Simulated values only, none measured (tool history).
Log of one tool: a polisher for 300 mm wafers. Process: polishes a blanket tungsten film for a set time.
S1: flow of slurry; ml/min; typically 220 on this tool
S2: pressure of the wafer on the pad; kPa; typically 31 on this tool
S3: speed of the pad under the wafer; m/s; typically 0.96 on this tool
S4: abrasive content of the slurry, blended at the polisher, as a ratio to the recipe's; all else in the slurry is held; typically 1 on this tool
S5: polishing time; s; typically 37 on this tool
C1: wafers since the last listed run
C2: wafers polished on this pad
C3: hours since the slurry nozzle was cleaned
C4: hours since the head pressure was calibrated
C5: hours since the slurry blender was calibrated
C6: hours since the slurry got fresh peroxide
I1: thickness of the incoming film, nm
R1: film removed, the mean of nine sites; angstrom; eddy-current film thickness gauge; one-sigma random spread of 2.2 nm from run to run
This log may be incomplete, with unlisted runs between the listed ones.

Run 1, hour 0: usual settings; C1 0; C2 544; C3 252.1; C4 1412.8; C5 0.5; C6 92.4; I1 617.4. Result: R1 1814 angstrom.
At hour 18.6: head pressure recalibrated.
Run 2, hour 31.7: usual settings; C1 268; C2 813; C3 283.8; C4 13.1; C5 32.2; C6 124.1; I1 619.4. Result: R1 1806 angstrom.
At hour 69.8: slurry nozzle cleaned.
Run 3, hour 107.9: usual settings but S4 0.85; C1 680; C2 1493; C3 38.1; C4 89.3; C5 108.4; C6 200.3; I1 620.6. Result: R1 1734 angstrom.
At hour 116.4: slurry tank refilled with fresh slurry and peroxide.
Run 4, hour 128.5: usual settings; C1 177; C2 1670; C3 58.7; C4 109.9; C5 129; C6 12.1; I1 613.9. Result: R1 1830 angstrom.
At hour 136.9: slurry blender recalibrated, repeated, since the last time left the tool worse.
Run 5, hour 151.4: usual settings but S1 195 ml/min, S2 25.5 kPa, S4 1.1, S5 48 s; C1 189; C2 1859; C3 81.6; C4 132.8; C5 14.5; C6 35; I1 620.9. Result: R1 2205 angstrom.
Run 6, hour 168.7: usual settings; C1 156; C2 2016; C3 98.9; C4 150.1; C5 31.8; C6 52.3; I1 619.5. Result: R1 2096 angstrom.
Run 7, hour 182.6: usual settings; C1 125; C2 2142; C3 112.8; C4 164; C5 45.7; C6 66.2; I1 615.2. Result: R1 2068 angstrom.
At hour 192.2: worn pad replaced by a new one.
Run 8, hour 204.3: usual settings but S1 155 ml/min, S4 0.8; C1 160; C2 109; C3 134.5; C4 185.7; C5 67.4; C6 87.9; I1 617.7. Result: R1 1858 angstrom.
Run 9, hour 237.4: usual settings but S1 270 ml/min, S2 26.9 kPa; C1 299; C2 409; C3 167.6; C4 218.8; C5 100.5; C6 121; I1 616.9. Result: R1 1857 angstrom.
Run 10, hour 260: usual settings but S1 185 ml/min, S3 0.78 m/s, S5 42 s; C1 204; C2 613; C3 190.2; C4 241.4; C5 123.1; C6 143.6; I1 629.8. Result: R1 2013 angstrom.
Run 11, hour 284.1: usual settings but S4 0.9; C1 218; C2 831; C3 214.3; C4 265.5; C5 147.2; C6 167.7; I1 631.2. Result: R1 2033 angstrom.
Run 12, hour 314.9: usual settings but S2 37.9 kPa, S3 0.7 m/s, S4 1.25, S5 28 s; C1 278; C2 1110; C3 245.1; C4 296.3; C5 178; C6 198.5; I1 612.2. Result: R1 1640 angstrom.
At hour 341: slurry tank refilled with fresh slurry and peroxide.
Run 13, hour 346.6: usual settings; C1 277; C2 1387; C3 276.8; C4 328; C5 209.7; C6 5.6; I1 617.3. Result: R1 2032 angstrom.
At hour 358.6: slurry nozzle cleaned.
Run 14, hour 374.4: usual settings but S1 255 ml/min, S2 26.9 kPa, S4 0.8, S5 50 s; C1 242; C2 1630; C3 15.8; C4 355.8; C5 237.5; C6 33.4; I1 620.4. Result: R1 2235 angstrom.
At hour 397.9: worn pad replaced by a new one.
Run 15, hour 405.5: usual settings but S4 1.3; C1 245; C2 68; C3 46.9; C4 386.9; C5 268.6; C6 64.5; I1 620.3. Result: R1 2139 angstrom.
Run 16, hour 437.2: usual settings; C1 286; C2 355; C3 78.6; C4 418.6; C5 300.3; C6 96.2; I1 609.6. Result: R1 2006 angstrom.
Run 17, hour 462.7: usual settings but S2 35.9 kPa, S5 50 s; C1 230; C2 586; C3 104.1; C4 444.1; C5 325.8; C6 121.7; I1 632.7. Result: R1 3002 angstrom.
Run 18, hour 489.8: usual settings but S2 26.2 kPa, S4 0.8, S5 47 s; C1 245; C2 831; C3 131.2; C4 471.2; C5 352.9; C6 148.8; I1 617.4. Result: R1 1983 angstrom.
At hour 496.9: slurry blender recalibrated.
Run 19, hour 508.5: usual settings but S1 255 ml/min, S2 20.7 kPa, S3 0.72 m/s, S5 28 s; C1 151; C2 982; C3 149.9; C4 489.9; C5 11.6; C6 167.5; I1 623.3. Result: R1 884 angstrom.
Run 20, hour 528: usual settings but S5 46 s; C1 176; C2 1158; C3 169.4; C4 509.4; C5 31.1; C6 187; I1 618.5. Result: R1 2596 angstrom.

Run 21 is up next; what results do you expect?
Run 21, hour 551.4: usual settings but S1 265 ml/min, S2 35.2 kPa, S4 0.85, S5 30 s; C1 211; C2 1370; C3 192.8; C4 532.8; C5 54.5; C6 210.4; I1 623.9. Result: R1 ?.

{"run 21": {"R1": 1889}}
On a tool with no hidden condition, and with the same random variation, this run would have come out at R1 1893 angstrom.

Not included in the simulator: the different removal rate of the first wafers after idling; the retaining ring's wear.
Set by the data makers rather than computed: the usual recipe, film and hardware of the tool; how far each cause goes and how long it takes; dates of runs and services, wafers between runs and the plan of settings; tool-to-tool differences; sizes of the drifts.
